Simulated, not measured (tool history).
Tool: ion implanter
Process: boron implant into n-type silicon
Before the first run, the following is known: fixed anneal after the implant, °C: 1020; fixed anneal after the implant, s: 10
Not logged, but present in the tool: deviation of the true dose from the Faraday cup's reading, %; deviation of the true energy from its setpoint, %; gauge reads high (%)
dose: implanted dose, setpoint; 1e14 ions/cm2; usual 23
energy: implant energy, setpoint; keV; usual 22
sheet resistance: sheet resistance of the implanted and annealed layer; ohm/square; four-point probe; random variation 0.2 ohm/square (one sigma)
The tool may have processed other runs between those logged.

run,day,dose,energy,wafers since the last listed run,hours since the last dose calibration,hours since the extraction supply was calibrated,hours since the gauge calibration,"read-back reference wafer on the same gauge, sheet resistance",sheet resistance
1,0,27.57,19,0,628.8,3627.5,792.4,72.54,66.38
2,1.225,27.26,22,520,658.2,3656.9,821.8,72.75,63.1
3,2.121,27.26,22,380,679.7,3678.4,843.3,72.64,63.01
4,2.662,23,22,230,692.7,3691.4,856.3,72.67,67.74
5,3.671,23,22,428,716.9,3715.6,880.5,72.62,67.98
6,4.179,23,22,216,729.1,3727.8,892.7,72.78,67.64
7,6.771,23,22,1102,791.3,3790,954.9,72.7,67.63
8,8.133,23,25.5,579,824,3822.7,987.6,72.82,65.71
9,9.617,19.63,22,630,859.6,3858.3,1023.2,72.83,73.68
10,10.721,23,22,469,886.1,3884.8,1049.7,72.74,67.8
11,11.496,23,22,329,904.7,3903.4,1068.3,72.93,67.99
# day 14.717: extraction supply calibrated
12,15.967,23,22,1759,1012,30,1175.6,72.88,68.08
13,16.938,23,22,412,1035.3,53.3,1198.9,72.96,67.89
14,20.429,20.31,17,1484,1119.1,137.1,1282.7,73.03,78.69
15,21.621,23,22,506,1147.7,165.7,1311.3,73.09,68.3
16,22.771,23,22,489,1175.3,193.3,1338.9,73.13,68.31
17,24.254,23,22,630,1210.9,228.9,1374.5,73.04,68.29
# day 24.729: Faraday cup replaced and dose calibrated
18,24.871,23,22,120,3.4,243.7,1389.3,72.99,68.27
19,26.192,20.48,20,561,35.1,275.4,1421,73.19,74.31
20,27.658,23,22,623,70.3,310.6,1456.2,73.19,68.41
21,28.725,18.48,28,453,95.9,336.2,1481.8,73.12,73.89
# day 28.838: gauge calibrated
22,29.65,29.69,27.5,393,118.1,358.4,19.5,71.95,55.66
23,31.029,16.92,25,586,151.2,391.5,52.6,72.16,78.4
24,32.479,18.28,25.5,616,186,426.3,87.4,72.25,74.17
25,33.767,21.23,29,547,216.9,457.2,118.3,72.1,65.76
26,34.542,25.41,15.5,329,235.5,475.8,136.9,72.19,74.09
27,35.921,27.08,22,586,268.6,508.9,170,72.18,62.88
28,39.767,17.89,27,1635,360.9,601.2,262.3,72.26,74.75
29,41.05,17.78,27.5,545,391.7,632,293.1,72.37,74.91
30,42.292,16.19,19,528,421.5,661.8,322.9,72.2,85.32
31,43.704,23,22,600,455.4,695.7,356.8,72.24,67.58
32,44.954,20.34,17,531,485.4,725.7,386.8,72.35,77.87
33,45.712,19.83,19,322,503.6,743.9,405,72.42,75.62
34,46.358,27.09,24,274,519.1,759.4,420.5,72.44,60.94

Run 35 has not been measured yet. What should we expect?
35,48.062,29.5,22,724,560,800.3,461.4,?,?

{"run 35": {"read-back reference wafer on the same gauge, sheet resistance": 72.33, "sheet resistance": 60.94}}
Were there no unlogged condition in the tool, this run, its random variation unchanged, would have produced sheet resistance 60.51 ohm/square.

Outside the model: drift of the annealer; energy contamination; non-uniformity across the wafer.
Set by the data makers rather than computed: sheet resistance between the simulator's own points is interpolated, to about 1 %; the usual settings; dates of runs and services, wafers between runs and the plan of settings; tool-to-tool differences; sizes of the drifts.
